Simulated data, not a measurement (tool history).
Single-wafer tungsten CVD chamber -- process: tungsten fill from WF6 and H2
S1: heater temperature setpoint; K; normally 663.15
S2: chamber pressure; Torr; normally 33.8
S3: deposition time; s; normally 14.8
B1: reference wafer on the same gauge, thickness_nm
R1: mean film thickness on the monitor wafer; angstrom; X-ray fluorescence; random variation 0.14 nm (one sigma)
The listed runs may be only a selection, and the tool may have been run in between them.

{"run": 1, "hour": 0.0, "S1": 663.15, "S2": 33.8, "S3": 14.8, "B1": 33.811, "R1": 348.75}
{"run": 2, "hour": 31.0, "S1": 663.15, "S2": 33.8, "S3": 14.8, "B1": 33.833, "R1": 350.78}
{"run": 3, "hour": 56.7, "S1": 663.15, "S2": 33.8, "S3": 14.8, "B1": 33.783, "R1": 350.28}
{"run": 4, "hour": 86.3, "S1": 663.15, "S2": 33.8, "S3": 14.8, "B1": 33.782, "R1": 349.94}
{"hour": 164.8, "done": "showerhead replaced"}
{"run": 5, "hour": 165.3, "S1": 663.15, "S2": 33.8, "S3": 14.8, "B1": 33.803, "R1": 354.51}
{"run": 6, "hour": 184.6, "S1": 663.15, "S2": 39.9, "S3": 14.8, "B1": 33.798, "R1": 386.14}
{"hour": 201.1, "done": "capacitance manometer re-zeroed and calibrated"}
{"run": 7, "hour": 209.1, "S1": 663.15, "S2": 39.9, "S3": 14.8, "B1": 33.816, "R1": 388.29}
{"hour": 217.4, "done": "gauge calibrated"}
{"hour": 226.7, "done": "thermocouple changed; heater temperature recalibrated"}
{"run": 8, "hour": 227.1, "S1": 663.15, "S2": 36.2, "S3": 14.8, "B1": 33.8, "R1": 352.92}
{"run": 9, "hour": 259.2, "S1": 658.15, "S2": 33.8, "S3": 13.4, "B1": 33.773, "R1": 273.18}
{"run": 10, "hour": 307.1, "S1": 663.15, "S2": 37.2, "S3": 14.8, "B1": 33.773, "R1": 356.58}
{"run": 11, "hour": 340.9, "S1": 663.15, "S2": 33.8, "S3": 14.0, "B1": 33.78, "R1": 321.89}
{"run": 12, "hour": 363.0, "S1": 663.15, "S2": 33.8, "S3": 14.8, "B1": 33.815, "R1": 338.92}
{"run": 13, "hour": 382.7, "S1": 654.15, "S2": 33.8, "S3": 14.8, "B1": 33.82, "R1": 276.95}
{"run": 14, "hour": 400.0, "S1": 663.15, "S2": 38.0, "S3": 16.0, "B1": 33.799, "R1": 393.12}

Below are 5 alternative next runs, each starting from the tool's condition after run 14. Predict each:
{"run": "A", "hour": 400.4, "S1": 671.15, "S2": 33.8, "S3": 14.8, "B1": "?", "R1": "?"}
{"run": "B", "hour": 400.4, "S1": 663.15, "S2": 37.5, "S3": 16.6, "B1": "?", "R1": "?"}
{"run": "C", "hour": 400.4, "S1": 659.15, "S2": 33.8, "S3": 14.0, "B1": "?", "R1": "?"}
{"run": "D", "hour": 400.4, "S1": 670.15, "S2": 36.9, "S3": 12.5, "B1": "?", "R1": "?"}
{"run": "E", "hour": 400.4, "S1": 672.15, "S2": 40.7, "S3": 17.2, "B1": "?", "R1": "?"}

run=A B1=33.819 R1=402.19
run=B B1=33.819 R1=402.24
run=C B1=33.819 R1=292.80
run=D B1=33.819 R1=348.66
run=E B1=33.819 R1=528.06
Had the tool no hidden state, the same runs would have come out as:
run=A R1=402.70
run=B R1=402.78
run=C R1=293.20
run=D R1=349.10
run=E R1=528.71

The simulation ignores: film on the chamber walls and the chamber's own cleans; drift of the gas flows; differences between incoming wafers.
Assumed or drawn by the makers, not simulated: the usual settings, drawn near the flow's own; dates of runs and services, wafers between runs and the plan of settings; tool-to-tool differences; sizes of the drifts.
